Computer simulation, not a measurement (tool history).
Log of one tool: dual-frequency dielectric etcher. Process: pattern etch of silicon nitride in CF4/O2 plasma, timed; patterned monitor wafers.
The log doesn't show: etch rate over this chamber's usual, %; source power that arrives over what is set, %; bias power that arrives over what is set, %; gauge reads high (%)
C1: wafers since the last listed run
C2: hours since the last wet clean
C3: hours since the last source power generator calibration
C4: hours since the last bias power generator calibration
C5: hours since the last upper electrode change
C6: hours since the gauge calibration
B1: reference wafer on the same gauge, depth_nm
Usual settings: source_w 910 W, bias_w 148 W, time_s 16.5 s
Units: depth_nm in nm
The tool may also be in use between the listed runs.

{"run": 1, "hour": 0.0, "source_w": 910, "bias_w": 148, "time_s": 16.5, "C1": 0, "C2": 345.0, "C3": 4531.9, "C4": 2658.7, "C5": 3618.1, "C6": 696.4, "B1": 58.6, "depth_nm": 49.3}
{"run": 2, "hour": 17.7, "source_w": 910, "bias_w": 148, "time_s": 16.5, "C1": 283, "C2": 362.7, "C3": 4549.6, "C4": 2676.4, "C5": 3635.8, "C6": 714.1, "B1": 58.6, "depth_nm": 49.1}
{"run": 3, "hour": 52.4, "source_w": 910, "bias_w": 148, "time_s": 16.5, "C1": 555, "C2": 397.4, "C3": 4584.3, "C4": 2711.1, "C5": 3670.5, "C6": 748.8, "B1": 58.6, "depth_nm": 49.2}
{"hour": 84.2, "done": "upper electrode replaced"}
{"run": 4, "hour": 84.7, "source_w": 910, "bias_w": 148, "time_s": 15.0, "C1": 132, "C2": 429.7, "C3": 4616.6, "C4": 2743.4, "C5": 0.5, "C6": 781.1, "B1": 58.6, "depth_nm": 44.8}
{"run": 5, "hour": 91.2, "source_w": 910, "bias_w": 148, "time_s": 15.0, "C1": 104, "C2": 436.2, "C3": 4623.1, "C4": 2749.9, "C5": 7.0, "C6": 787.6, "B1": 58.6, "depth_nm": 44.7}
{"hour": 139.1, "done": "wet clean of the chamber"}
{"run": 6, "hour": 139.6, "source_w": 840, "bias_w": 148, "time_s": 16.5, "C1": 390, "C2": 0.5, "C3": 4671.5, "C4": 2798.3, "C5": 55.4, "C6": 836.0, "B1": 58.6, "depth_nm": 45.0}
{"run": 7, "hour": 147.6, "source_w": 910, "bias_w": 140, "time_s": 18.0, "C1": 128, "C2": 8.5, "C3": 4679.5, "C4": 2806.3, "C5": 63.4, "C6": 844.0, "B1": 58.6, "depth_nm": 52.4}
{"run": 8, "hour": 171.7, "source_w": 910, "bias_w": 140, "time_s": 18.0, "C1": 385, "C2": 32.6, "C3": 4703.6, "C4": 2830.4, "C5": 87.5, "C6": 868.1, "B1": 58.6, "depth_nm": 52.5}
{"run": 9, "hour": 191.0, "source_w": 910, "bias_w": 140, "time_s": 18.0, "C1": 308, "C2": 51.9, "C3": 4722.9, "C4": 2849.7, "C5": 106.8, "C6": 887.4, "B1": 58.6, "depth_nm": 52.6}
{"run": 10, "hour": 206.4, "source_w": 910, "bias_w": 148, "time_s": 16.5, "C1": 246, "C2": 67.3, "C3": 4738.3, "C4": 2865.1, "C5": 122.2, "C6": 902.8, "B1": 58.6, "depth_nm": 49.3}
{"run": 11, "hour": 241.1, "source_w": 1070, "bias_w": 176, "time_s": 16.5, "C1": 555, "C2": 102.0, "C3": 4773.0, "C4": 2899.8, "C5": 156.9, "C6": 937.5, "B1": 58.6, "depth_nm": 62.3}
{"hour": 258.3, "done": "bias power generator calibrated"}
{"run": 12, "hour": 258.8, "source_w": 740, "bias_w": 148, "time_s": 16.5, "C1": 219, "C2": 119.7, "C3": 4790.7, "C4": 0.5, "C5": 174.6, "C6": 955.2, "B1": 58.7, "depth_nm": 39.3}
{"run": 13, "hour": 276.5, "source_w": 1020, "bias_w": 119, "time_s": 18.0, "C1": 283, "C2": 137.4, "C3": 4808.4, "C4": 18.2, "C5": 192.3, "C6": 972.9, "B1": 58.6, "depth_nm": 55.6}
{"run": 14, "hour": 289.6, "source_w": 910, "bias_w": 135, "time_s": 16.5, "C1": 209, "C2": 150.5, "C3": 4821.5, "C4": 31.3, "C5": 205.4, "C6": 986.0, "B1": 58.5, "depth_nm": 47.4}
{"run": 15, "hour": 310.0, "source_w": 740, "bias_w": 148, "time_s": 18.0, "C1": 326, "C2": 170.9, "C3": 4841.9, "C4": 51.7, "C5": 225.8, "C6": 1006.4, "B1": 58.6, "depth_nm": 42.7}
{"hour": 339.7, "done": "source power generator calibrated"}
{"run": 16, "hour": 340.2, "source_w": 980, "bias_w": 148, "time_s": 16.5, "C1": 419, "C2": 201.1, "C3": 0.5, "C4": 81.9, "C5": 256.0, "C6": 1036.6, "B1": 58.6, "depth_nm": 53.0}
{"run": 17, "hour": 348.4, "source_w": 790, "bias_w": 120, "time_s": 20.0, "C1": 131, "C2": 209.3, "C3": 8.7, "C4": 90.1, "C5": 264.2, "C6": 1044.8, "B1": 58.7, "depth_nm": 47.2}
{"run": 18, "hour": 374.1, "source_w": 910, "bias_w": 136, "time_s": 14.0, "C1": 411, "C2": 235.0, "C3": 34.4, "C4": 115.8, "C5": 289.9, "C6": 1070.5, "B1": 58.6, "depth_nm": 40.2}
{"run": 19, "hour": 397.7, "source_w": 910, "bias_w": 148, "time_s": 19.5, "C1": 377, "C2": 258.6, "C3": 58.0, "C4": 139.4, "C5": 313.5, "C6": 1094.1, "B1": 58.6, "depth_nm": 58.4}
{"hour": 405.2, "done": "gauge calibrated"}
{"run": 20, "hour": 419.2, "source_w": 1000, "bias_w": 180, "time_s": 16.5, "C1": 344, "C2": 280.1, "C3": 79.5, "C4": 160.9, "C5": 335.0, "C6": 14.0, "B1": 58.6, "depth_nm": 58.8}
{"run": 21, "hour": 447.5, "source_w": 910, "bias_w": 148, "time_s": 13.0, "C1": 452, "C2": 308.4, "C3": 107.8, "C4": 189.2, "C5": 363.3, "C6": 42.3, "B1": 58.6, "depth_nm": 38.6}
{"run": 22, "hour": 468.5, "source_w": 810, "bias_w": 137, "time_s": 19.5, "C1": 336, "C2": 329.4, "C3": 128.8, "C4": 210.2, "C5": 384.3, "C6": 63.3, "B1": 58.6, "depth_nm": 50.0}
{"run": 23, "hour": 485.3, "source_w": 910, "bias_w": 148, "time_s": 16.5, "C1": 268, "C2": 346.2, "C3": 145.6, "C4": 227.0, "C5": 401.1, "C6": 80.1, "B1": 58.6, "depth_nm": 49.0}
{"run": 24, "hour": 513.3, "source_w": 910, "bias_w": 148, "time_s": 16.5, "C1": 448, "C2": 374.2, "C3": 173.6, "C4": 255.0, "C5": 429.1, "C6": 108.1, "B1": 58.6, "depth_nm": 49.3}
{"run": 25, "hour": 562.1, "source_w": 1130, "bias_w": 115, "time_s": 16.5, "C1": 780, "C2": 423.0, "C3": 222.4, "C4": 303.8, "C5": 477.9, "C6": 156.9, "B1": 58.6, "depth_nm": 55.6}
{"hour": 607.2, "done": "wet clean of the chamber"}
{"run": 26, "hour": 607.7, "source_w": 1050, "bias_w": 125, "time_s": 15.0, "C1": 345, "C2": 0.5, "C3": 268.0, "C4": 349.4, "C5": 523.5, "C6": 202.5, "B1": 58.6, "depth_nm": 48.5}
{"run": 27, "hour": 646.7, "source_w": 910, "bias_w": 148, "time_s": 16.5, "C1": 624, "C2": 39.5, "C3": 307.0, "C4": 388.4, "C5": 562.5, "C6": 241.5, "B1": 58.6, "depth_nm": 48.9}
{"run": 28, "hour": 676.4, "source_w": 1010, "bias_w": 148, "time_s": 12.5, "C1": 475, "C2": 69.2, "C3": 336.7, "C4": 418.1, "C5": 592.2, "C6": 271.2, "B1": 58.6, "depth_nm": 41.2}
{"run": 29, "hour": 710.5, "source_w": 910, "bias_w": 131, "time_s": 19.5, "C1": 545, "C2": 103.3, "C3": 370.8, "C4": 452.2, "C5": 626.3, "C6": 305.3, "B1": 58.6, "depth_nm": 55.3}
{"run": 30, "hour": 741.9, "source_w": 910, "bias_w": 148, "time_s": 18.0, "C1": 502, "C2": 134.7, "C3": 402.2, "C4": 483.6, "C5": 657.7, "C6": 336.7, "B1": 58.5, "depth_nm": 53.4}

Forecast each of these 4 alternatives for the next run:
{"run": "A", "hour": 742.3, "source_w": 910, "bias_w": 148, "time_s": 16.5, "C1": 6, "C2": 135.1, "C3": 402.6, "C4": 484.0, "C5": 658.1, "C6": 337.1, "B1": "?", "depth_nm": "?"}
{"run": "B", "hour": 742.3, "source_w": 700, "bias_w": 179, "time_s": 12.5, "C1": 6, "C2": 135.1, "C3": 402.6, "C4": 484.0, "C5": 658.1, "C6": 337.1, "B1": "?", "depth_nm": "?"}
{"run": "C", "hour": 742.3, "source_w": 820, "bias_w": 183, "time_s": 16.5, "C1": 6, "C2": 135.1, "C3": 402.6, "C4": 484.0, "C5": 658.1, "C6": 337.1, "B1": "?", "depth_nm": "?"}
{"run": "D", "hour": 742.3, "source_w": 990, "bias_w": 132, "time_s": 21.0, "C1": 6, "C2": 135.1, "C3": 402.6, "C4": 484.0, "C5": 658.1, "C6": 337.1, "B1": "?", "depth_nm": "?"}

run=A B1=58.6 depth_nm=49.1
run=B B1=58.6 depth_nm=30.3
run=C B1=58.6 depth_nm=48.0
run=D B1=58.6 depth_nm=65.2
Without the tool's hidden state the same runs would have given:
run=A depth_nm=49.1
run=B depth_nm=30.3
run=C depth_nm=48.0
run=D depth_nm=65.2

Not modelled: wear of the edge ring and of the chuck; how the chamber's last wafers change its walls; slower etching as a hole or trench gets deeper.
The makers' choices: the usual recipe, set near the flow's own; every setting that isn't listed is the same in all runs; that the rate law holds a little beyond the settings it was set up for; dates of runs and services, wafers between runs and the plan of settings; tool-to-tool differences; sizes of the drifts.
